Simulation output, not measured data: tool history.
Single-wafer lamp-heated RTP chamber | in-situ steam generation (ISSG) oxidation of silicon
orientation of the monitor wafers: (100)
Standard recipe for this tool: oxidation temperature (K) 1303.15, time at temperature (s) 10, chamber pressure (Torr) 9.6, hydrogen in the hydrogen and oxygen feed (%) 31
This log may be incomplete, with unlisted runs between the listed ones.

run	hour	oxidation temperature (K)	time at temperature (s)	chamber pressure (Torr)	hydrogen in the hydrogen and oxygen feed (%)	wafers since the last listed run	wafers since the last pyrometer calibration	hours since the pressure gauge was zeroed	hours since the hydrogen flow controller was replaced	hours since the gauge calibration	read-back reference wafer on the same gauge, thickness	oxide thickness on the monitor wafer (nm)
1	0.0	1303.15	10	8.8	31	0	5576	3132.2	3546.4	2448.4	5.432	4.841
2	55.9	1303.15	10	8.8	31	491	6067	3188.1	3602.3	2504.3	5.433	4.835
# hour 94.6: gauge calibrated
# hour 118.9: pyrometer window cleaned and pyrometer calibrated
3	172.6	1303.15	10	9.6	31	954	472	3304.8	3719.0	78.0	5.436	4.651
4	273.7	1303.15	10	9.6	31	888	1360	3405.9	3820.1	179.1	5.428	4.671
5	329.4	1303.15	10	9.6	25	489	1849	3461.6	3875.8	234.8	5.427	4.423
6	406.4	1303.15	10	9.6	25	676	2526	3538.6	3952.8	311.8	5.431	4.428
7	447.2	1303.15	10	9.0	31	358	2884	3579.4	3993.6	352.6	5.430	4.749
8	503.3	1303.15	10	9.0	31	492	3377	3635.5	4049.7	408.7	5.429	4.790
9	607.2	1303.15	10	9.6	31	912	4290	3739.4	4153.6	512.6	5.430	4.736
10	657.6	1303.15	10	9.6	31	442	4733	3789.8	4204.0	563.0	5.434	4.718
# hour 713.5: pyrometer window cleaned and pyrometer calibrated
11	722.7	1317.15	10	9.6	22	501	80	3854.9	4269.1	628.1	5.431	4.522
12	812.9	1303.15	10	9.6	31	792	873	3945.1	4359.3	718.3	5.431	4.692
13	887.7	1291.15	10	9.6	31	657	1530	4019.9	4434.1	793.1	5.427	4.475
14	944.3	1316.15	10	8.6	21	497	2027	4076.5	4490.7	849.7	5.432	4.553
15	1033.4	1295.15	14	9.6	31	782	2810	4165.6	4579.8	938.8	5.428	5.307
16	1091.0	1303.15	10	9.2	25	506	3316	4223.2	4637.4	996.4	5.436	4.506
# hour 1163.2: pressure gauge zeroed
17	1193.5	1303.15	13	9.6	32	830	4146	30.3	4739.9	1098.9	5.429	5.379
18	1247.1	1322.15	10	10.2	25	470	4617	83.9	4793.5	1152.5	5.433	4.817
19	1346.9	1303.15	10	9.6	31	876	5494	183.7	4893.3	1252.3	5.424	4.787
20	1423.9	1289.15	7	8.7	32	676	6170	260.7	4970.3	1329.3	5.434	3.980
# hour 1432.2: pyrometer window cleaned and pyrometer calibrated
21	1496.7	1303.15	10	9.6	31	569	566	333.5	5043.1	1402.1	5.430	4.627
22	1572.0	1310.15	12	9.6	32	661	1228	408.8	5118.4	1477.4	5.431	5.264
# hour 1593.8: hydrogen flow controller replaced
23	1648.3	1294.15	6	10.2	26	600	1828	485.1	54.5	1553.7	5.426	3.414
24	1941.5	1318.15	13	8.3	32	2575	4404	778.3	347.7	1846.9	5.431	5.915
25	2027.9	1303.15	10	9.6	31	759	5163	864.7	434.1	1933.3	5.432	4.729
# hour 2057.6: gauge calibrated
# hour 2210.0: pyrometer window cleaned and pyrometer calibrated
26	2210.5	1321.15	10	9.6	26	1533	4	1047.3	616.7	152.9	5.432	4.803
27	2256.0	1303.15	12	9.6	28	399	404	1092.8	662.2	198.4	5.430	4.946
28	2323.1	1303.15	10	9.6	31	589	993	1159.9	729.3	265.5	5.422	4.646
29	2427.5	1312.15	13	10.2	31	917	1910	1264.3	833.7	369.9	5.430	5.423
30	2503.7	1303.15	11	9.6	31	669	2580	1340.5	909.9	446.1	5.426	4.909

State the hidden condition of the tool at each of the runs:
true pressure minus gauge reading, Torr: 0 across all the runs
deviation of the hydrogen flow from its setpoint, %: 0 across all the runs
gauge reads high (%): 0 across all the runs
H1: true wafer temperature minus pyrometer reading, K
run	H1
1	5.98
2	6.5
3	0.835
4	1.78
5	2.29
6	3.01
7	3.39
8	3.91
9	4.88
10	5.34
11	0.947
12	1.79
13	2.48
14	3.01
15	3.84
16	4.37
17	5.32
18	5.82
19	6.75
20	7.46
21	0.707
22	1.41
23	2.12
24	4.84
25	5.65
26	0.298
27	0.721
28	1.35
29	2.32
30	3.02
